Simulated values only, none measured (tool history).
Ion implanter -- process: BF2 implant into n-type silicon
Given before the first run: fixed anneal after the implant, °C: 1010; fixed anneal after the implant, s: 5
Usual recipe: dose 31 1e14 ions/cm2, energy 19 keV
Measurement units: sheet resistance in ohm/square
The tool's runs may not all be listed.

run,hour,dose,energy,wafers since the last listed run,hours since the last dose calibration,hours since the extraction supply was calibrated,hours since the gauge calibration,"read-back reference wafer on the same gauge, sheet resistance",sheet resistance
1,0,34.98,19,0,1767.6,3834.4,139.6,192.99,193.65
# hour 6.8: gauge calibrated
2,22.2,34.98,19,374,1789.8,3856.6,15.4,192.99,194.48
3,29.7,34.98,19,126,1797.3,3864.1,22.9,192.99,194.36
4,44.9,31,21.5,256,1812.5,3879.3,38.1,193.07,184.04
# hour 67.4: Faraday cup replaced and dose calibrated
5,67.9,31,21.5,252,0.5,3902.3,61.1,193.03,184.06
# hour 77.2: extraction supply calibrated
6,77.7,31,21.5,30,10.3,0.5,70.9,193.07,184.11
7,88.3,31,20.5,178,20.9,11.1,81.5,193.07,188.95
8,99.3,31,15,185,31.9,22.1,92.5,193.06,223.07
9,108.8,35.47,22.5,160,41.4,31.6,102,193,177.3
10,122.5,31,19,230,55.1,45.3,115.7,192.95,196.99
11,135.1,31,12.5,212,67.7,57.9,128.3,193,244.76
12,145.4,35.27,20.5,173,78,68.2,138.6,193.09,186.5
# hour 146.8: gauge calibrated
13,184.3,31,19,655,116.9,107.1,37.5,193,197.18
14,201.1,25.87,22.5,283,133.7,123.9,54.3,192.94,183.46

Each row is a separate what-if for the run after 14, all from the same tool condition, not one after another. Results?
A,201.5,31,19,6,134.1,124.3,54.7,?,?
B,201.5,34.01,13.5,6,134.1,124.3,54.7,?,?
C,201.5,35.65,16.5,6,134.1,124.3,54.7,?,?

run,"read-back reference wafer on the same gauge, sheet resistance",sheet resistance
A,193.06,196.8
B,193.06,232.87
C,193.06,208.85
With no hidden state in the tool, these same runs would have given:
run,sheet resistance
A,196.8
B,232.87
C,208.85

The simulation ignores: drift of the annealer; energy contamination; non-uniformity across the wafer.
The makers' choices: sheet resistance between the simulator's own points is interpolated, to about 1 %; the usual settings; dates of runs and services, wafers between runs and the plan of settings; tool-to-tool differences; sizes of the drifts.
